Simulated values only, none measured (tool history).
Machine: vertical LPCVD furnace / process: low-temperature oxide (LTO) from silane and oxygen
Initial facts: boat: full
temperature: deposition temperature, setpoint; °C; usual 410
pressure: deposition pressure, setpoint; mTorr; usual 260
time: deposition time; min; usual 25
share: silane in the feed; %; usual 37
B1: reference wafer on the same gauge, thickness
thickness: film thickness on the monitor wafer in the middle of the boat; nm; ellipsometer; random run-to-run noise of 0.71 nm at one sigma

run 1 hour=0 | temperature=410 pressure=280 time=25 share=37 | B1=271.1 | thickness=327.66
run 2 hour=25.7 | temperature=410 pressure=280 time=25 share=37 | B1=271.07 | thickness=327.27
run 3 hour=73.9 | temperature=410 pressure=260 time=25 share=37 | B1=270.98 | thickness=303.15
run 4 hour=110.9 | temperature=410 pressure=260 time=25 share=37 | B1=271.03 | thickness=304.03
run 5 hour=182 | temperature=410 pressure=260 time=25 share=37 | B1=271.05 | thickness=303.46
run 6 hour=230.8 | temperature=410 pressure=260 time=25 share=37 | B1=271.04 | thickness=302.96
run 7 hour=254.8 | temperature=410 pressure=260 time=25 share=37 | B1=270.94 | thickness=302.35
run 8 hour=294.7 | temperature=410 pressure=305 time=18 share=37 | B1=270.89 | thickness=255.69
run 9 hour=351.5 | temperature=410 pressure=260 time=32 share=37 | B1=270.95 | thickness=387.77
run 10 hour=380.5 | temperature=410 pressure=260 time=32 share=37 | B1=271.06 | thickness=385.61
run 11 hour=413.9 | temperature=410 pressure=260 time=32 share=37 | B1=271.14 | thickness=388.06
run 12 hour=448.5 | temperature=410 pressure=260 time=25 share=37 | B1=271.06 | thickness=302.58
-- hour=540.4 silane flow controller replaced
run 13 hour=540.9 | temperature=410 pressure=260 time=25 share=37 | B1=270.92 | thickness=300.33
run 14 hour=552.3 | temperature=410 pressure=320 time=25 share=43 | B1=270.89 | thickness=443.84
run 15 hour=590.7 | temperature=410 pressure=260 time=20.5 share=37 | B1=270.97 | thickness=247.59
-- hour=638.1 pressure gauge zeroed
run 16 hour=638.6 | temperature=410 pressure=260 time=25 share=37 | B1=271.01 | thickness=305.25
run 17 hour=744.8 | temperature=410 pressure=260 time=25 share=37 | B1=270.96 | thickness=305.1
run 18 hour=791 | temperature=410 pressure=315 time=18 share=37 | B1=270.99 | thickness=266.36
run 19 hour=835.6 | temperature=410 pressure=305 time=25 share=33 | B1=271.13 | thickness=310
run 20 hour=900.1 | temperature=413 pressure=240 time=22 share=35 | B1=271.04 | thickness=239.3
-- hour=969.1 thermocouples replaced and temperature profile calibrated
run 21 hour=969.6 | temperature=421 pressure=280 time=25 share=37 | B1=270.97 | thickness=364.3
run 22 hour=988 | temperature=402 pressure=280 time=25 share=40 | B1=270.93 | thickness=328.14
run 23 hour=1012.6 | temperature=415 pressure=260 time=25 share=35 | B1=270.92 | thickness=296.57
-- hour=1054.6 gauge calibrated
run 24 hour=1083.1 | temperature=410 pressure=260 time=25 share=37 | B1=271.01 | thickness=300.58
run 25 hour=1111.4 | temperature=410 pressure=260 time=19 share=37 | B1=270.94 | thickness=229.24
run 26 hour=1175.5 | temperature=407 pressure=200 time=29.5 share=32 | B1=270.89 | thickness=218.34
run 27 hour=1214.6 | temperature=419 pressure=260 time=25 share=44 | B1=271.14 | thickness=403.6
run 28 hour=1256.5 | temperature=410 pressure=260 time=25 share=37 | B1=270.83 | thickness=302.08
run 29 hour=1319.3 | temperature=410 pressure=260 time=25 share=37 | B1=270.97 | thickness=302.6
run 30 hour=1349.2 | temperature=400 pressure=245 time=17.5 share=41 | B1=270.93 | thickness=202.01
run 31 hour=1409.9 | temperature=410 pressure=260 time=25 share=37 | B1=270.93 | thickness=300.29

Each row is a separate what-if for the run after 31, all from the same tool condition, not one after another. Results?
run A hour=1414.9 | temperature=410 pressure=260 time=31.5 share=37 | B1=? | thickness=?
run B hour=1414.9 | temperature=410 pressure=260 time=25 share=30 | B1=? | thickness=?
run C hour=1414.9 | temperature=410 pressure=310 time=15.5 share=30 | B1=? | thickness=?
run D hour=1414.9 | temperature=410 pressure=210 time=31.5 share=31 | B1=? | thickness=?

run=A B1=271.04 thickness=379.8
run=B B1=271.04 thickness=227.3
run=C B1=271.04 thickness=168.14
run=D B1=271.04 thickness=242.14
With no hidden state in the tool, these same runs would have given:
run=A thickness=378.21
run=B thickness=226.25
run=C thickness=167.25
run=D thickness=241.26

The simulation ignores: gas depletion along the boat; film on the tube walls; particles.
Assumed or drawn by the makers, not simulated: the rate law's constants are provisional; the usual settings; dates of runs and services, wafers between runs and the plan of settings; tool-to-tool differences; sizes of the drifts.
